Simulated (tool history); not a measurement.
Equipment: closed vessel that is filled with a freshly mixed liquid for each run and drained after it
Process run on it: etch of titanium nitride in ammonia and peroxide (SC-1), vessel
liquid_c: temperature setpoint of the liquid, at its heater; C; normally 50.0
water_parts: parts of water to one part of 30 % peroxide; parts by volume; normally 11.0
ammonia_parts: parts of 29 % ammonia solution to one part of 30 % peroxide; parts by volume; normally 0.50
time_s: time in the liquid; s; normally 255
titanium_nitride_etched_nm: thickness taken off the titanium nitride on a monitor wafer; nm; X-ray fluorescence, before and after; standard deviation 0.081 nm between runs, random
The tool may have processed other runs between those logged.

| run | hour | liquid_c | water_parts | ammonia_parts | time_s | read-back film thickness of the titanium nitride reference wafer, read on the same gauge (nm) | titanium_nitride_etched_nm |
|---|---|---|---|---|---|---|---|
| 1 | 0.0 | 50.0 | 9.5 | 0.50 | 255 | 80.02 | 9.36 |
| 2 | 40.3 | 50.0 | 11.0 | 0.50 | 295 | 80.02 | 10.02 |
|  | 116.6 | ammonia flow meter replaced |
| 3 | 137.9 | 50.0 | 11.0 | 0.50 | 295 | 80.00 | 10.24 |
| 4 | 174.6 | 50.0 | 11.0 | 0.50 | 295 | 79.98 | 10.20 |
| 5 | 217.6 | 44.5 | 11.0 | 0.40 | 255 | 80.04 | 5.72 |
| 6 | 309.8 | 44.5 | 11.0 | 0.40 | 255 | 79.97 | 5.66 |
| 7 | 383.4 | 50.0 | 11.0 | 0.50 | 255 | 80.03 | 8.77 |
| 8 | 452.7 | 50.0 | 11.0 | 0.50 | 255 | 80.00 | 8.86 |
| 9 | 539.2 | 50.0 | 11.0 | 0.50 | 255 | 80.00 | 8.91 |
|  | 591.1 | gauge calibrated |
| 10 | 624.4 | 50.0 | 11.0 | 0.50 | 255 | 80.04 | 8.81 |
|  | 638.0 | ammonia flow meter replaced |
| 11 | 705.4 | 50.0 | 11.0 | 0.50 | 255 | 79.95 | 8.98 |
| 12 | 751.4 | 44.5 | 16.0 | 0.70 | 255 | 79.97 | 5.29 |
| 13 | 809.0 | 50.0 | 11.0 | 0.50 | 255 | 80.01 | 8.94 |
|  | 831.8 | new drum of ammonia solution connected |
| 14 | 913.6 | 40.5 | 8.5 | 0.65 | 210 | 79.98 | 4.51 |
| 15 | 974.0 | 50.0 | 11.0 | 0.60 | 255 | 79.99 | 9.33 |
| 16 | 1047.4 | 40.0 | 7.5 | 0.50 | 255 | 80.00 | 5.40 |
|  | 1073.0 | ammonia flow meter replaced |
| 17 | 1128.0 | 50.0 | 14.0 | 0.70 | 140 | 80.01 | 4.68 |
| 18 | 1164.7 | 50.0 | 6.5 | 0.50 | 255 | 80.01 | 11.90 |
|  | 1223.0 | thermometer replaced |
| 19 | 1242.5 | 50.0 | 8.0 | 0.50 | 255 | 80.00 | 9.85 |
| 20 | 1283.7 | 50.0 | 11.0 | 0.50 | 255 | 79.99 | 8.30 |
| 21 | 1350.6 | 50.0 | 11.0 | 0.50 | 255 | 80.00 | 8.26 |
| 22 | 1455.0 | 41.5 | 11.0 | 0.40 | 255 | 80.00 | 4.45 |
| 23 | 1543.2 | 50.0 | 11.0 | 0.50 | 255 | 79.99 | 8.32 |

4 options for the next run, each taken on its own from the tool as it stands now. Forecast them:
| A | 1543.9 | 50.0 | 11.0 | 0.50 | 360 | ? | ? |
| B | 1543.9 | 57.0 | 11.0 | 0.60 | 255 | ? | ? |
| C | 1543.9 | 50.0 | 11.0 | 0.30 | 130 | ? | ? |
| D | 1543.9 | 43.5 | 11.0 | 0.65 | 170 | ? | ? |

| run | read-back film thickness of the titanium nitride reference wafer, read on the same gauge (nm) | titanium_nitride_etched_nm |
|---|---|---|
| A | 80.01 | 11.93 |
| B | 80.01 | 14.04 |
| C | 80.01 | 3.93 |
| D | 80.01 | 3.71 |
The same runs, with their run-to-run variation unchanged, on a tool lacking any hidden condition would have given:
| run | titanium_nitride_etched_nm |
|---|---|
| A | 11.74 |
| B | 13.84 |
| C | 3.87 |
| D | 3.66 |
